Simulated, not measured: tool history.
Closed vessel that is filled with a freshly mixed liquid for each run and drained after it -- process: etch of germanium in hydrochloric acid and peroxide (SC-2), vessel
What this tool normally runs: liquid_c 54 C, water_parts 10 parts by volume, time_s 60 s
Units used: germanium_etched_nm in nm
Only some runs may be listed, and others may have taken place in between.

run   hour  liquid_c  water_parts  time_s  wafers since the last listed run  hours since the thermometer was replaced  hours since the chemicals flow meter was replaced  hours since the drum of peroxide was connected  hours since the gauge calibration  read-back film thickness of the germanium reference wafer, read on the same gauge (nm)  germanium_etched_nm
  1      0        54           10      60                                 0                                    1218.5                                              299.9                                           722.4                              302.8                                                                                  110.02               110.63
  2   80.1        54           10      60                              9791                                    1298.6                                                380                                           802.5                              382.9                                                                                  109.95               111.64
  3  108.5        54           10      60                              3471                                      1327                                              408.4                                           830.9                              411.3                                                                                  110.04               111.62
  4  135.7        54           10      60                              3325                                    1354.2                                              435.6                                           858.1                              438.5                                                                                     110               110.95
  5  161.4        54           10      60                              3141                                    1379.9                                              461.3                                           883.8                              464.2                                                                                  110.02               111.12
     162.6  -- thermometer replaced
  6  177.1        54           10      60                              1796                                      14.5                                                477                                           899.5                              479.9                                                                                     110               102.87
     193.2  -- gauge calibrated
  7  210.2        54           10      60                              4046                                      47.6                                              510.1                                           932.6                                 17                                                                                  110.02               102.57
     221.2  -- new drum of peroxide connected
  8  240.9      44.5           13      60                              3630                                      78.3                                              540.8                                            19.7                               47.7                                                                                  110.03                73.87
     251.7  -- chemicals flow meter replaced
  9  270.8        54          5.5      90                              3532                                     108.2                                               19.1                                            49.6                               77.6                                                                                  110.01               160.53
 10  305.7        54           10      60                              4266                                     143.1                                                 54                                            84.5                              112.5                                                                                  109.97                103.3
 11    319        60         11.5      70                              1625                                     156.4                                               67.3                                            97.8                              125.8                                                                                     110               142.88
 12    349        54          8.5      60                              3667                                     186.4                                               97.3                                           127.8                              155.8                                                                                  110.03               106.29
 13  373.7        54           10      60                              3019                                     211.1                                                122                                           152.5                              180.5                                                                                  109.99                102.9
 14  401.6      50.5           13      40                              3410                                       239                                              149.9                                           180.4                              208.4                                                                                     110                60.18
 15  433.2        61         14.5      75                              3862                                     270.6                                              181.5                                             212                                240                                                                                  110.02               151.87

Here are 5 independent what-if runs from the current tool condition. What would each one return?
  A  433.9        54          6.5      60                                85                                     271.3                                              182.2                                           212.7                              240.7                                                                                       ?                    ?
  B  433.9        54           10      45                                85                                     271.3                                              182.2                                           212.7                              240.7                                                                                       ?                    ?
  C  433.9        54          5.5      60                                85                                     271.3                                              182.2                                           212.7                              240.7                                                                                       ?                    ?
  D  433.9      60.5          8.5      85                                85                                     271.3                                              182.2                                           212.7                              240.7                                                                                       ?                    ?
  E  433.9      63.5          8.5      30                                85                                     271.3                                              182.2                                           212.7                              240.7                                                                                       ?                    ?

run  read-back film thickness of the germanium reference wafer, read on the same gauge (nm)  germanium_etched_nm
  A                                                                                  109.95               107.84
  B                                                                                  109.95                78.31
  C                                                                                  109.95               108.63
  D                                                                                  109.95               182.46
  E                                                                                  109.95                70.27
Stripped of hidden state, with their random variation kept, the same runs would have yielded:
run  germanium_etched_nm
  A               105.62
  B                76.72
  C               106.38
  D               178.89
  E                68.92

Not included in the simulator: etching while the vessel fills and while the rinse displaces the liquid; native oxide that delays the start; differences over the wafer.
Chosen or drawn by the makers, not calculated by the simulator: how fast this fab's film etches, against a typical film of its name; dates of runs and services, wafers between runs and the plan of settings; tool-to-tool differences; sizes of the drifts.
